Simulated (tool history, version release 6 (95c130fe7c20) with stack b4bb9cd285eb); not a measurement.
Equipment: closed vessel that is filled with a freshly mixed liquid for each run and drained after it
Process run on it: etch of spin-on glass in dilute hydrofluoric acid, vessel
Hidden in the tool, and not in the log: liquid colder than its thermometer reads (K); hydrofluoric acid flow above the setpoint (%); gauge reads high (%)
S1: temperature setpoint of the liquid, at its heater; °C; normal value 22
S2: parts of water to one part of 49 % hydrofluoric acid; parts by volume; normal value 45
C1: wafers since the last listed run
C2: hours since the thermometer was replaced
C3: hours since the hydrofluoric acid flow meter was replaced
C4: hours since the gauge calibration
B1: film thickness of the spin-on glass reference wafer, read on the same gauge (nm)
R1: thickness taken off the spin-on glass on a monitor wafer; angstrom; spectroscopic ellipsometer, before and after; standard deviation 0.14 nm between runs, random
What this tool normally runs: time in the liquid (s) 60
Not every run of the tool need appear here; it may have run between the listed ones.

{"run": 1, "hour": 0.0, "S1": 22, "S2": 45, "time in the liquid (s)": 60, "C1": 0, "C2": 988.2, "C3": 2102.9, "C4": 875.7, "B1": 29.99, "R1": 296.2}
{"run": 2, "hour": 17.3, "S1": 22, "S2": 45, "time in the liquid (s)": 60, "C1": 2008, "C2": 1005.5, "C3": 2120.2, "C4": 893, "B1": 30.01, "R1": 295.4}
{"run": 3, "hour": 39.8, "S1": 22, "S2": 45, "time in the liquid (s)": 60, "C1": 2612, "C2": 1028, "C3": 2142.7, "C4": 915.5, "B1": 30.02, "R1": 292.3}
{"run": 4, "hour": 72.3, "S1": 22, "S2": 45, "time in the liquid (s)": 60, "C1": 3774, "C2": 1060.5, "C3": 2175.2, "C4": 948, "B1": 29.99, "R1": 294.3}
{"run": 5, "hour": 85.0, "S1": 22, "S2": 45, "time in the liquid (s)": 60, "C1": 1474, "C2": 1073.2, "C3": 2187.9, "C4": 960.7, "B1": 30, "R1": 295.3}
{"run": 6, "hour": 101.7, "S1": 22, "S2": 45, "time in the liquid (s)": 60, "C1": 1939, "C2": 1089.9, "C3": 2204.6, "C4": 977.4, "B1": 29.98, "R1": 295.3}
{"run": 7, "hour": 124.0, "S1": 22, "S2": 45, "time in the liquid (s)": 60, "C1": 2589, "C2": 1112.2, "C3": 2226.9, "C4": 999.7, "B1": 30.01, "R1": 293}
{"run": 8, "hour": 149.2, "S1": 19, "S2": 45, "time in the liquid (s)": 60, "C1": 2926, "C2": 1137.4, "C3": 2252.1, "C4": 1024.9, "B1": 30.01, "R1": 259.7}
{"run": 9, "hour": 167.0, "S1": 19, "S2": 45, "time in the liquid (s)": 60, "C1": 2067, "C2": 1155.2, "C3": 2269.9, "C4": 1042.7, "B1": 30, "R1": 260.6}
{"run": 10, "hour": 185.5, "S1": 22, "S2": 45, "time in the liquid (s)": 60, "C1": 2148, "C2": 1173.7, "C3": 2288.4, "C4": 1061.2, "B1": 29.96, "R1": 295.1}
{"hour": 203.7, "done": "hydrofluoric acid flow meter replaced"}
{"run": 11, "hour": 262.5, "S1": 22, "S2": 45, "time in the liquid (s)": 60, "C1": 8825, "C2": 1250.7, "C3": 58.8, "C4": 1138.2, "B1": 29.99, "R1": 292.3}
{"run": 12, "hour": 292.1, "S1": 22, "S2": 45, "time in the liquid (s)": 60, "C1": 3437, "C2": 1280.3, "C3": 88.4, "C4": 1167.8, "B1": 29.98, "R1": 293}
{"run": 13, "hour": 306.1, "S1": 22, "S2": 60, "time in the liquid (s)": 40, "C1": 1625, "C2": 1294.3, "C3": 102.4, "C4": 1181.8, "B1": 30.01, "R1": 144.7}
{"run": 14, "hour": 332.0, "S1": 20.5, "S2": 45, "time in the liquid (s)": 35, "C1": 3007, "C2": 1320.2, "C3": 128.3, "C4": 1207.7, "B1": 30, "R1": 160.9}
{"run": 15, "hour": 364.6, "S1": 22, "S2": 60, "time in the liquid (s)": 60, "C1": 3785, "C2": 1352.8, "C3": 160.9, "C4": 1240.3, "B1": 29.98, "R1": 216.2}
{"run": 16, "hour": 380.9, "S1": 22, "S2": 45, "time in the liquid (s)": 60, "C1": 1892, "C2": 1369.1, "C3": 177.2, "C4": 1256.6, "B1": 29.99, "R1": 296.4}
{"run": 17, "hour": 400.6, "S1": 27, "S2": 45, "time in the liquid (s)": 80, "C1": 2287, "C2": 1388.8, "C3": 196.9, "C4": 1276.3, "B1": 30, "R1": 480.2}
{"run": 18, "hour": 424.2, "S1": 22, "S2": 45, "time in the liquid (s)": 60, "C1": 2740, "C2": 1412.4, "C3": 220.5, "C4": 1299.9, "B1": 30, "R1": 295.1}
{"run": 19, "hour": 448.1, "S1": 19, "S2": 25, "time in the liquid (s)": 35, "C1": 2775, "C2": 1436.3, "C3": 244.4, "C4": 1323.8, "B1": 30.02, "R1": 278.4}
{"run": 20, "hour": 466.9, "S1": 22, "S2": 65, "time in the liquid (s)": 60, "C1": 2183, "C2": 1455.1, "C3": 263.2, "C4": 1342.6, "B1": 29.99, "R1": 198.5}
{"run": 21, "hour": 488.9, "S1": 19.5, "S2": 45, "time in the liquid (s)": 30, "C1": 2554, "C2": 1477.1, "C3": 285.2, "C4": 1364.6, "B1": 29.98, "R1": 132.8}
{"hour": 507.4, "done": "gauge calibrated"}
{"hour": 514.8, "done": "thermometer replaced"}
{"run": 22, "hour": 521.9, "S1": 22, "S2": 45, "time in the liquid (s)": 60, "C1": 3716, "C2": 7.1, "C3": 318.2, "C4": 14.5, "B1": 30.01, "R1": 294.8}
{"run": 23, "hour": 542.2, "S1": 25, "S2": 35, "time in the liquid (s)": 30, "C1": 2357, "C2": 27.4, "C3": 338.5, "C4": 34.8, "B1": 29.98, "R1": 218.7}
{"run": 24, "hour": 573.7, "S1": 20, "S2": 60, "time in the liquid (s)": 45, "C1": 3657, "C2": 58.9, "C3": 370, "C4": 66.3, "B1": 29.99, "R1": 149.8}
{"run": 25, "hour": 594.2, "S1": 22, "S2": 45, "time in the liquid (s)": 50, "C1": 2380, "C2": 79.4, "C3": 390.5, "C4": 86.8, "B1": 29.99, "R1": 244}
{"run": 26, "hour": 650.2, "S1": 22, "S2": 55, "time in the liquid (s)": 50, "C1": 6503, "C2": 135.4, "C3": 446.5, "C4": 142.8, "B1": 30.01, "R1": 199.2}
{"run": 27, "hour": 664.6, "S1": 22, "S2": 45, "time in the liquid (s)": 60, "C1": 1672, "C2": 149.8, "C3": 460.9, "C4": 157.2, "B1": 30.01, "R1": 293.9}
{"run": 28, "hour": 691.1, "S1": 22, "S2": 45, "time in the liquid (s)": 60, "C1": 3077, "C2": 176.3, "C3": 487.4, "C4": 183.7, "B1": 30.03, "R1": 296.1}
{"run": 29, "hour": 717.0, "S1": 17.5, "S2": 30, "time in the liquid (s)": 50, "C1": 3007, "C2": 202.2, "C3": 513.3, "C4": 209.6, "B1": 30.03, "R1": 308.7}
{"run": 30, "hour": 737.9, "S1": 22, "S2": 45, "time in the liquid (s)": 45, "C1": 2427, "C2": 223.1, "C3": 534.2, "C4": 230.5, "B1": 30, "R1": 221.7}
{"run": 31, "hour": 761.1, "S1": 18, "S2": 30, "time in the liquid (s)": 80, "C1": 2694, "C2": 246.3, "C3": 557.4, "C4": 253.7, "B1": 30.03, "R1": 510.7}
{"run": 32, "hour": 776.8, "S1": 19, "S2": 30, "time in the liquid (s)": 80, "C1": 1823, "C2": 262, "C3": 573.1, "C4": 269.4, "B1": 30, "R1": 526.6}
{"run": 33, "hour": 824.6, "S1": 22, "S2": 45, "time in the liquid (s)": 60, "C1": 5550, "C2": 309.8, "C3": 620.9, "C4": 317.2, "B1": 30.01, "R1": 293.4}
{"run": 34, "hour": 846.4, "S1": 22, "S2": 35, "time in the liquid (s)": 60, "C1": 2531, "C2": 331.6, "C3": 642.7, "C4": 339, "B1": 29.97, "R1": 383.1}

Take each entry between the runs: how does the hidden state at the last listed run before it differ from the hidden state at the first listed run after it?
From run 10 to run 11: hydrofluoric acid flow meter replaced (hour 203.7)
  the hidden state is the same at both runs
From run 21 to run 22: gauge calibrated (hour 507.4); thermometer replaced (hour 514.8)
  the hidden state is the same at both runs
